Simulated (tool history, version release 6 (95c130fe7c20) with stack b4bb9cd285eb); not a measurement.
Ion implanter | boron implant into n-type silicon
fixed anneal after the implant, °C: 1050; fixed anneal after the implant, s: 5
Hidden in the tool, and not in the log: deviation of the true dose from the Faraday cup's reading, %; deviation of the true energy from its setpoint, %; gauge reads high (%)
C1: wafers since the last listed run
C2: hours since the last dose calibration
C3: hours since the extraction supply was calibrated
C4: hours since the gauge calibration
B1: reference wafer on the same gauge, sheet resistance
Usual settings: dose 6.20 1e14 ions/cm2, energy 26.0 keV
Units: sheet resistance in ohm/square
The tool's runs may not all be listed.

{"run": 1, "hour": 0.0, "dose": 6.2, "energy": 26.0, "C1": 0, "C2": 942.0, "C3": 2727.7, "C4": 293.4, "B1": 171.17, "sheet resistance": 167.6}
{"run": 2, "hour": 31.2, "dose": 6.2, "energy": 32.5, "C1": 557, "C2": 973.2, "C3": 2758.9, "C4": 324.6, "B1": 170.74, "sheet resistance": 163.21}
{"run": 3, "hour": 64.7, "dose": 4.93, "energy": 21.0, "C1": 598, "C2": 1006.7, "C3": 2792.4, "C4": 358.1, "B1": 170.5, "sheet resistance": 207.38}
{"run": 4, "hour": 87.2, "dose": 5.21, "energy": 19.0, "C1": 401, "C2": 1029.2, "C3": 2814.9, "C4": 380.6, "B1": 170.36, "sheet resistance": 200.72}
{"run": 5, "hour": 105.1, "dose": 5.21, "energy": 19.0, "C1": 319, "C2": 1047.1, "C3": 2832.8, "C4": 398.5, "B1": 170.1, "sheet resistance": 201.72}
{"run": 6, "hour": 123.3, "dose": 5.21, "energy": 19.0, "C1": 324, "C2": 1065.3, "C3": 2851.0, "C4": 416.7, "B1": 170.43, "sheet resistance": 200.39}
{"run": 7, "hour": 145.3, "dose": 6.2, "energy": 26.0, "C1": 392, "C2": 1087.3, "C3": 2873.0, "C4": 438.7, "B1": 170.34, "sheet resistance": 166.34}
{"run": 8, "hour": 171.3, "dose": 6.2, "energy": 26.0, "C1": 464, "C2": 1113.3, "C3": 2899.0, "C4": 464.7, "B1": 169.94, "sheet resistance": 167.31}
{"hour": 192.8, "done": "Faraday cup replaced and dose calibrated"}
{"run": 9, "hour": 197.4, "dose": 6.2, "energy": 26.0, "C1": 323, "C2": 4.6, "C3": 2925.1, "C4": 490.8, "B1": 169.88, "sheet resistance": 166.92}
{"run": 10, "hour": 224.2, "dose": 6.2, "energy": 26.0, "C1": 478, "C2": 31.4, "C3": 2951.9, "C4": 517.6, "B1": 169.71, "sheet resistance": 167.07}
{"run": 11, "hour": 237.5, "dose": 6.2, "energy": 26.0, "C1": 237, "C2": 44.7, "C3": 2965.2, "C4": 530.9, "B1": 169.55, "sheet resistance": 166.02}
{"run": 12, "hour": 256.8, "dose": 6.2, "energy": 26.0, "C1": 344, "C2": 64.0, "C3": 2984.5, "C4": 550.2, "B1": 169.33, "sheet resistance": 167.71}
{"run": 13, "hour": 354.5, "dose": 6.2, "energy": 26.0, "C1": 1744, "C2": 161.7, "C3": 3082.2, "C4": 647.9, "B1": 168.77, "sheet resistance": 166.13}
{"run": 14, "hour": 384.0, "dose": 6.2, "energy": 26.0, "C1": 526, "C2": 191.2, "C3": 3111.7, "C4": 677.4, "B1": 168.45, "sheet resistance": 164.34}
{"run": 15, "hour": 401.4, "dose": 4.68, "energy": 26.0, "C1": 310, "C2": 208.6, "C3": 3129.1, "C4": 694.8, "B1": 168.29, "sheet resistance": 210.36}
{"run": 16, "hour": 427.6, "dose": 5.43, "energy": 22.0, "C1": 467, "C2": 234.8, "C3": 3155.3, "C4": 721.0, "B1": 168.32, "sheet resistance": 188.34}
{"hour": 467.4, "done": "gauge calibrated"}
{"run": 17, "hour": 475.4, "dose": 5.44, "energy": 23.0, "C1": 853, "C2": 282.6, "C3": 3203.1, "C4": 8.0, "B1": 173.78, "sheet resistance": 192.24}
{"run": 18, "hour": 497.5, "dose": 7.42, "energy": 22.5, "C1": 394, "C2": 304.7, "C3": 3225.2, "C4": 30.1, "B1": 173.18, "sheet resistance": 147.15}
{"run": 19, "hour": 531.9, "dose": 4.36, "energy": 31.5, "C1": 614, "C2": 339.1, "C3": 3259.6, "C4": 64.5, "B1": 173.21, "sheet resistance": 223.17}
{"hour": 564.0, "done": "extraction supply calibrated"}
{"run": 20, "hour": 583.4, "dose": 7.12, "energy": 26.0, "C1": 776, "C2": 390.6, "C3": 19.4, "C4": 116.0, "B1": 172.59, "sheet resistance": 150.96}
{"run": 21, "hour": 596.0, "dose": 6.2, "energy": 26.0, "C1": 224, "C2": 403.2, "C3": 32.0, "C4": 128.6, "B1": 172.5, "sheet resistance": 170.12}
{"run": 22, "hour": 611.3, "dose": 7.63, "energy": 22.5, "C1": 273, "C2": 418.5, "C3": 47.3, "C4": 143.9, "B1": 172.65, "sheet resistance": 144.74}
{"run": 23, "hour": 623.9, "dose": 5.33, "energy": 29.5, "C1": 224, "C2": 431.1, "C3": 59.9, "C4": 156.5, "B1": 172.62, "sheet resistance": 189.58}
{"run": 24, "hour": 646.7, "dose": 5.56, "energy": 29.0, "C1": 407, "C2": 453.9, "C3": 82.7, "C4": 179.3, "B1": 172.16, "sheet resistance": 183.34}
{"run": 25, "hour": 663.7, "dose": 4.63, "energy": 35.0, "C1": 303, "C2": 470.9, "C3": 99.7, "C4": 196.3, "B1": 172.17, "sheet resistance": 207.02}
{"run": 26, "hour": 689.8, "dose": 5.24, "energy": 18.5, "C1": 466, "C2": 497.0, "C3": 125.8, "C4": 222.4, "B1": 171.9, "sheet resistance": 202.06}
{"run": 27, "hour": 718.3, "dose": 6.2, "energy": 34.0, "C1": 508, "C2": 525.5, "C3": 154.3, "C4": 250.9, "B1": 171.69, "sheet resistance": 163.65}
{"run": 28, "hour": 749.0, "dose": 7.97, "energy": 30.0, "C1": 548, "C2": 556.2, "C3": 185.0, "C4": 281.6, "B1": 171.85, "sheet resistance": 132.45}
{"run": 29, "hour": 780.7, "dose": 7.9, "energy": 30.5, "C1": 565, "C2": 587.9, "C3": 216.7, "C4": 313.3, "B1": 171.33, "sheet resistance": 135.47}
{"run": 30, "hour": 797.8, "dose": 7.94, "energy": 30.5, "C1": 305, "C2": 605.0, "C3": 233.8, "C4": 330.4, "B1": 171.26, "sheet resistance": 133.68}
{"run": 31, "hour": 827.1, "dose": 6.2, "energy": 26.0, "C1": 523, "C2": 634.3, "C3": 263.1, "C4": 359.7, "B1": 170.95, "sheet resistance": 168.4}
{"run": 32, "hour": 855.8, "dose": 6.2, "energy": 32.5, "C1": 512, "C2": 663.0, "C3": 291.8, "C4": 388.4, "B1": 170.75, "sheet resistance": 163.29}
{"run": 33, "hour": 868.1, "dose": 6.88, "energy": 17.0, "C1": 219, "C2": 675.3, "C3": 304.1, "C4": 400.7, "B1": 170.87, "sheet resistance": 159.05}
{"run": 34, "hour": 903.7, "dose": 6.2, "energy": 26.0, "C1": 635, "C2": 710.9, "C3": 339.7, "C4": 436.3, "B1": 170.61, "sheet resistance": 167.28}
{"run": 35, "hour": 924.0, "dose": 6.2, "energy": 19.0, "C1": 362, "C2": 731.2, "C3": 360.0, "C4": 456.6, "B1": 170.29, "sheet resistance": 173.0}
{"run": 36, "hour": 955.5, "dose": 7.58, "energy": 31.0, "C1": 562, "C2": 762.7, "C3": 391.5, "C4": 488.1, "B1": 170.09, "sheet resistance": 137.93}

5 ways to go on from here, each from the tool as it stands after run 36. What would each give?
{"run": "A", "hour": 955.9, "dose": 6.2, "energy": 26.0, "C1": 7, "C2": 763.1, "C3": 391.9, "C4": 488.5, "B1": "?", "sheet resistance": "?"}
{"run": "B", "hour": 955.9, "dose": 5.62, "energy": 26.0, "C1": 7, "C2": 763.1, "C3": 391.9, "C4": 488.5, "B1": "?", "sheet resistance": "?"}
{"run": "C", "hour": 955.9, "dose": 4.77, "energy": 32.5, "C1": 7, "C2": 763.1, "C3": 391.9, "C4": 488.5, "B1": "?", "sheet resistance": "?"}
{"run": "D", "hour": 955.9, "dose": 7.95, "energy": 32.5, "C1": 7, "C2": 763.1, "C3": 391.9, "C4": 488.5, "B1": "?", "sheet resistance": "?"}
{"run": "E", "hour": 955.9, "dose": 7.99, "energy": 18.0, "C1": 7, "C2": 763.1, "C3": 391.9, "C4": 488.5, "B1": "?", "sheet resistance": "?"}

run=A B1=170.11 sheet_resistance=166.52
run=B B1=170.11 sheet_resistance=180.90
run=C B1=170.11 sheet_resistance=202.03
run=D B1=170.11 sheet_resistance=132.07
run=E B1=170.11 sheet_resistance=138.42
Without the tool's hidden state the same runs would have given:
run=A sheet_resistance=169.30
run=B sheet_resistance=183.93
run=C sheet_resistance=205.41
run=D sheet_resistance=134.28
run=E sheet_resistance=140.73
